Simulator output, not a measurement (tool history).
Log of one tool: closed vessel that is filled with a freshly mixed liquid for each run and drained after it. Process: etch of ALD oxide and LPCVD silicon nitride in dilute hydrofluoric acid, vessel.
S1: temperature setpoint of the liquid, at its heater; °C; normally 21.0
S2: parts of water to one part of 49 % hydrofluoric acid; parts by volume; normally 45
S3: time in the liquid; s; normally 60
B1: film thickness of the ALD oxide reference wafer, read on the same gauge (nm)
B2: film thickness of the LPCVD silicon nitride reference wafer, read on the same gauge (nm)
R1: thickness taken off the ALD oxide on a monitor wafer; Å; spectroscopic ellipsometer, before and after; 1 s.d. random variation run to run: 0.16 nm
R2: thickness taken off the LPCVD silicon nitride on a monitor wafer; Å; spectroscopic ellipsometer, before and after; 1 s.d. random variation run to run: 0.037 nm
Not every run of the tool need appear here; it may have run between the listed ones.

run 1 day=0.000 | S1=21.0 S2=45 S3=60 | B1=39.99 B2=69.993 | R1=345.4 R2=5.59
run 2 day=0.683 | S1=21.0 S2=45 S3=60 | B1=40.02 B2=69.990 | R1=349.8 R2=5.62
run 3 day=1.162 | S1=21.0 S2=45 S3=60 | B1=39.99 B2=70.013 | R1=346.1 R2=5.69
run 4 day=1.567 | S1=21.0 S2=45 S3=60 | B1=39.97 B2=70.041 | R1=345.4 R2=5.88
run 5 day=1.862 | S1=18.0 S2=55 S3=30 | B1=39.99 B2=69.986 | R1=123.5 R2=1.77
run 6 day=2.217 | S1=21.0 S2=45 S3=60 | B1=40.01 B2=70.044 | R1=344.0 R2=5.26
run 7 day=2.496 | S1=22.5 S2=45 S3=60 | B1=39.99 B2=70.027 | R1=369.8 R2=6.64
run 8 day=2.950 | S1=24.0 S2=35 S3=80 | B1=40.01 B2=69.951 | R1=674.7 R2=11.99
run 9 day=3.342 | S1=18.5 S2=45 S3=60 | B1=40.01 B2=70.033 | R1=308.6 R2=4.39
run 10 day=3.783 | S1=24.0 S2=60 S3=95 | B1=40.00 B2=70.016 | R1=459.4 R2=8.06
run 11 day=4.192 | S1=23.0 S2=55 S3=40 | B1=40.01 B2=69.987 | R1=203.7 R2=3.58
run 12 day=4.675 | S1=21.0 S2=40 S3=50 | B1=40.01 B2=69.994 | R1=326.7 R2=5.42
run 13 day=5.912 | S1=19.5 S2=55 S3=80 | B1=40.01 B2=69.984 | R1=347.6 R2=4.70
run 14 day=6.458 | S1=21.0 S2=25 S3=60 | B1=39.99 B2=69.978 | R1=636.0 R2=9.76
run 15 day=6.842 | S1=25.0 S2=35 S3=40 | B1=40.01 B2=70.016 | R1=352.1 R2=6.10
-- day=7.025 gauge calibrated
-- day=8.062 hydrofluoric acid flow meter replaced
run 16 day=8.833 | S1=25.5 S2=40 S3=60 | B1=40.00 B2=70.009 | R1=496.4 R2=9.27
run 17 day=9.429 | S1=21.0 S2=45 S3=60 | B1=39.99 B2=69.996 | R1=363.9 R2=5.79
run 18 day=9.696 | S1=25.5 S2=45 S3=60 | B1=40.00 B2=70.008 | R1=437.0 R2=7.50
run 19 day=10.121 | S1=21.0 S2=50 S3=60 | B1=39.98 B2=69.965 | R1=323.7 R2=4.91
run 20 day=10.442 | S1=21.0 S2=45 S3=60 | B1=40.01 B2=69.955 | R1=363.9 R2=6.75
run 21 day=10.883 | S1=22.5 S2=55 S3=35 | B1=40.02 B2=69.968 | R1=182.8 R2=3.29
run 22 day=11.254 | S1=21.0 S2=65 S3=80 | B1=40.01 B2=69.995 | R1=325.1 R2=4.95
run 23 day=11.538 | S1=25.5 S2=45 S3=60 | B1=40.00 B2=69.965 | R1=436.8 R2=8.36
run 24 day=12.150 | S1=19.0 S2=30 S3=60 | B1=40.01 B2=69.978 | R1=506.7 R2=7.59
run 25 day=12.450 | S1=21.0 S2=45 S3=80 | B1=39.97 B2=70.002 | R1=477.8 R2=8.42

Exercise: give the hidden state of the tool at every run:
gauge reads high (%): 0, the same for each run
H1: liquid hotter than its thermometer reads (K)
H2: hydrofluoric acid flow below the setpoint (%)
run=1 H1=0.39 H2=4.55
run=2 H1=0.408 H2=4.69
run=3 H1=0.421 H2=4.78
run=4 H1=0.432 H2=4.86
run=5 H1=0.44 H2=4.92
run=6 H1=0.45 H2=4.99
run=7 H1=0.457 H2=5.04
run=8 H1=0.47 H2=5.13
run=9 H1=0.48 H2=5.21
run=10 H1=0.492 H2=5.29
run=11 H1=0.503 H2=5.37
run=12 H1=0.516 H2=5.47
run=13 H1=0.55 H2=5.71
run=14 H1=0.564 H2=5.81
run=15 H1=0.575 H2=5.89
run=16 H1=0.629 H2=1.41
run=17 H1=0.645 H2=1.52
run=18 H1=0.652 H2=1.57
run=19 H1=0.663 H2=1.66
run=20 H1=0.672 H2=1.72
run=21 H1=0.684 H2=1.8
run=22 H1=0.694 H2=1.88
run=23 H1=0.702 H2=1.93
run=24 H1=0.718 H2=2.05
run=25 H1=0.726 H2=2.11
